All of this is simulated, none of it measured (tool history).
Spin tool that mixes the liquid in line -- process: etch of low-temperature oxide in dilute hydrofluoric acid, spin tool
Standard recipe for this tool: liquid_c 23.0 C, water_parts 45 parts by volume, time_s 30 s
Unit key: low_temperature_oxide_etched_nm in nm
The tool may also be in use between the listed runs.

run	hour	liquid_c	water_parts	time_s	read-back film thickness of the low-temperature oxide reference wafer, read on the same gauge (nm)	low_temperature_oxide_etched_nm
1	0.0	23.0	55	20	69.98	9.57
2	54.0	23.0	45	30	70.00	17.73
3	103.2	23.0	45	30	69.97	17.73
4	128.3	23.0	45	20	70.02	11.73
5	182.6	23.0	50	30	70.01	15.65
6	229.5	23.0	45	30	70.03	17.68
7	260.5	23.0	45	30	70.01	17.32
8	290.9	23.0	45	30	69.99	17.68
9	315.8	23.0	45	30	70.00	17.43
10	383.8	23.0	45	30	69.97	17.34
11	429.8	23.0	35	30	69.99	22.79
12	485.9	23.0	35	30	70.00	22.61
13	512.0	23.0	35	30	70.00	22.70
14	558.5	26.0	45	30	70.00	19.65
15	606.5	23.0	45	30	70.03	17.51
16	666.9	23.0	45	30	69.98	17.37
# hour 712.9: hydrofluoric acid flow meter replaced
17	738.2	26.0	25	45	70.00	56.07
18	766.8	23.0	45	30	70.00	17.87
# hour 874.9: thermometer replaced
# hour 893.7: gauge calibrated
19	952.4	23.0	45	45	69.98	26.77
20	989.9	19.5	45	30	70.00	15.23
21	1042.6	23.0	45	30	70.01	17.75
22	1109.2	20.0	45	30	69.96	15.82
23	1172.9	26.0	40	30	70.00	22.60
24	1225.3	27.0	40	45	69.98	35.27
25	1263.7	23.0	45	15	70.00	8.91
26	1293.2	23.0	45	30	70.00	17.75
27	1354.6	24.5	60	30	70.02	13.91
28	1413.6	23.0	60	15	69.98	6.46
29	1442.2	23.0	35	30	69.99	23.00
30	1480.7	25.0	45	30	69.99	19.29
31	1541.0	23.0	30	30	70.00	26.95
32	1571.1	23.0	45	30	70.00	17.59
33	1615.8	23.0	35	15	70.00	11.37

Forecast each of these 4 alternatives for the next run:
A	1616.2	25.5	45	30	?	?
B	1616.2	23.0	25	20	?	?
C	1616.2	21.5	55	45	?	?
D	1616.2	23.0	25	30	?	?

run	read-back film thickness of the low-temperature oxide reference wafer, read on the same gauge (nm)	low_temperature_oxide_etched_nm
A	70.01	19.62
B	70.01	21.82
C	70.01	20.15
D	70.01	32.73
The same runs, with their run-to-run variation unchanged, on a tool lacking any hidden condition would have given:
run	low_temperature_oxide_etched_nm
A	20.09
B	22.32
C	20.63
D	33.48
